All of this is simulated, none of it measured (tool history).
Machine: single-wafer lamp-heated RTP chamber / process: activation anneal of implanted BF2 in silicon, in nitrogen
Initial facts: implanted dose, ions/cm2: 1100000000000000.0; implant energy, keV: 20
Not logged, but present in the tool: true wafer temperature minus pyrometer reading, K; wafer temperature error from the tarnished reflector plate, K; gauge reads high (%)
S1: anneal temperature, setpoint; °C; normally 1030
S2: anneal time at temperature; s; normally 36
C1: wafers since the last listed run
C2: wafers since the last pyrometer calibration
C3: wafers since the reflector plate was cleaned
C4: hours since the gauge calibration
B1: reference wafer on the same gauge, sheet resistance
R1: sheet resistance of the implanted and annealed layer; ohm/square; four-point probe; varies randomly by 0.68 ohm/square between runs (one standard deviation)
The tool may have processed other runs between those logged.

run	day	S1	S2	C1	C2	C3	C4	B1	R1
1	0.000	1030	25	0	4401	3036	1113.7	163.01	145.98
# day 2.062: gauge calibrated
2	3.079	1030	25	657	5059	3694	24.4	163.32	145.42
# day 12.196: reflector plate cleaned
# day 13.821: pyrometer window cleaned and pyrometer calibrated
3	15.425	1030	25	2495	343	618	320.7	163.12	145.20
4	18.896	1030	46	741	1084	1360	404.0	162.98	132.33
5	31.512	1030	46	2695	3780	4056	706.8	162.77	133.38
6	33.179	1030	46	356	4136	4412	746.8	163.06	134.41
7	36.500	1030	36	709	4846	5121	826.5	162.76	137.07
8	38.400	1030	36	405	5251	5527	872.1	162.62	138.56
# day 39.338: reflector plate cleaned
9	42.104	1030	36	720	5972	591	961.0	162.52	138.15
10	43.658	1030	36	332	6304	923	998.3	163.23	136.57
11	45.388	1030	36	369	6673	1292	1039.8	162.94	137.34
12	50.038	1030	36	993	7667	2286	1151.4	163.34	137.98
13	53.225	1030	36	681	8348	2967	1227.9	162.63	138.69
# day 55.371: pyrometer window cleaned and pyrometer calibrated
14	55.392	1030	28	391	4	3359	1279.9	162.91	143.54
15	58.742	1030	36	715	720	4074	1360.3	162.82	137.36
16	60.704	1018	36	419	1139	4494	1407.4	163.10	146.10
# day 61.367: gauge calibrated
17	64.500	1018	27	811	1950	5305	75.2	163.56	153.46
18	66.654	1030	36	460	2411	5765	126.9	163.09	137.67
# day 67.388: reflector plate cleaned
19	68.338	1038	30	288	2699	202	167.3	162.84	136.87
20	70.767	1046	36	519	3218	721	225.6	162.91	127.35
21	72.692	1014	17	411	3629	1133	271.8	162.71	169.62
22	75.471	1045	36	593	4223	1726	338.5	163.13	130.53
23	78.821	1030	25	715	4939	2442	418.9	162.89	144.25
24	80.383	1041	46	333	5273	2776	456.4	163.31	127.17
25	82.067	1039	44	359	5633	3136	496.8	162.97	128.52

What differs in the tool's unlogged condition from the final listed run ahead of each entry between runs to the first listed run following it?
In the gap between runs 1 and 2: gauge calibrated (day 2.062)
  nothing in the hidden state changes from one run to the other
In the gap between runs 2 and 3: reflector plate cleaned (day 12.196); pyrometer window cleaned and pyrometer calibrated (day 13.821)
  nothing in the hidden state changes from one run to the other
In the gap between runs 8 and 9: reflector plate cleaned (day 39.338)
  nothing in the hidden state changes from one run to the other
In the gap between runs 13 and 14: pyrometer window cleaned and pyrometer calibrated (day 55.371)
  nothing in the hidden state changes from one run to the other
In the gap between runs 16 and 17: gauge calibrated (day 61.367)
  nothing in the hidden state changes from one run to the other
In the gap between runs 18 and 19: reflector plate cleaned (day 67.388)
  nothing in the hidden state changes from one run to the other

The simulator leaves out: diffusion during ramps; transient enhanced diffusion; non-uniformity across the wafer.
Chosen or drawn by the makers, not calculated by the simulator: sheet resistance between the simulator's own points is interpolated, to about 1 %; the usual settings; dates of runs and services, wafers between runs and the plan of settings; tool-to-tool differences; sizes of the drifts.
